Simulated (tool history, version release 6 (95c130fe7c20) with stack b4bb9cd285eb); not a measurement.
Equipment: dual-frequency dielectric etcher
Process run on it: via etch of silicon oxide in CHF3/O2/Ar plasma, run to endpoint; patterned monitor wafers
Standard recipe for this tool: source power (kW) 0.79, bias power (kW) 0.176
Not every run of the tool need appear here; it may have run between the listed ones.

run    hour  source power (kW)  bias power (kW)  wafers since the last listed run  hours since the last wet clean  hours since the last source power generator calibration  hours since the last bias power generator calibration  hours since the last upper electrode change  incoming incoming film thickness, nm  endpoint time (s)
  1       0               0.79            0.176                                 0                            84.2                                                   1019.4                                                 1456.2                                       4475.9                                 800.9              341.3
  2    81.1               0.79            0.176                               344                           165.3                                                   1100.5                                                 1537.3                                         4557                                 804.1              346.3
  3   129.6               0.79            0.176                               205                           213.8                                                     1149                                                 1585.8                                       4605.5                                 798.7              345.2
  4   175.1               0.79            0.176                               193                           259.3                                                   1194.5                                                 1631.3                                         4651                                 802.3              345.3
  5   266.5               0.79            0.176                               387                           350.7                                                   1285.9                                                 1722.7                                       4742.4                                 802.7              347.2
      487.5  -- wet clean of the chamber
  6   562.4               0.73            0.176                              1154                            74.9                                                   1581.8                                                 2018.6                                       5038.3                                 792.4              350.9
  7     630               0.73            0.176                               286                           142.5                                                   1649.4                                                 2086.2                                       5105.9                                 797.8              350.3
      947.4  -- upper electrode replaced
  8   947.9               0.79            0.154                              1247                           460.4                                                   1967.3                                                 2404.1                                          0.5                                 791.6              350.8
  9   961.4               0.67             0.19                                57                           473.9                                                   1980.8                                                 2417.6                                           14                                 798.6                369
      990.4  -- wet clean of the chamber
      995.6  -- source power generator calibrated
 10  1065.5               0.92             0.22                               322                            75.1                                                     69.9                                                 2521.7                                        118.1                                 806.5              302.7
 11  1128.7               0.66            0.157                               268                           138.3                                                    133.1                                                 2584.9                                        181.3                                 797.8              377.8
     1272.5  -- bias power generator calibrated
     1436.9  -- wet clean of the chamber
 12  1439.6               0.66            0.132                              1200                             2.7                                                      444                                                  167.1                                        492.2                                   800              392.7

The next listed run, before its measurement:
 13  1546.1               0.79            0.176                               452                           109.2                                                    550.5                                                  273.6                                        598.7                                 802.3                  ?

Run 13 produced endpoint time (s) 344.
If the tool had no hidden condition, the same run with the same run-to-run variation would have returned endpoint time (s) 340.7.
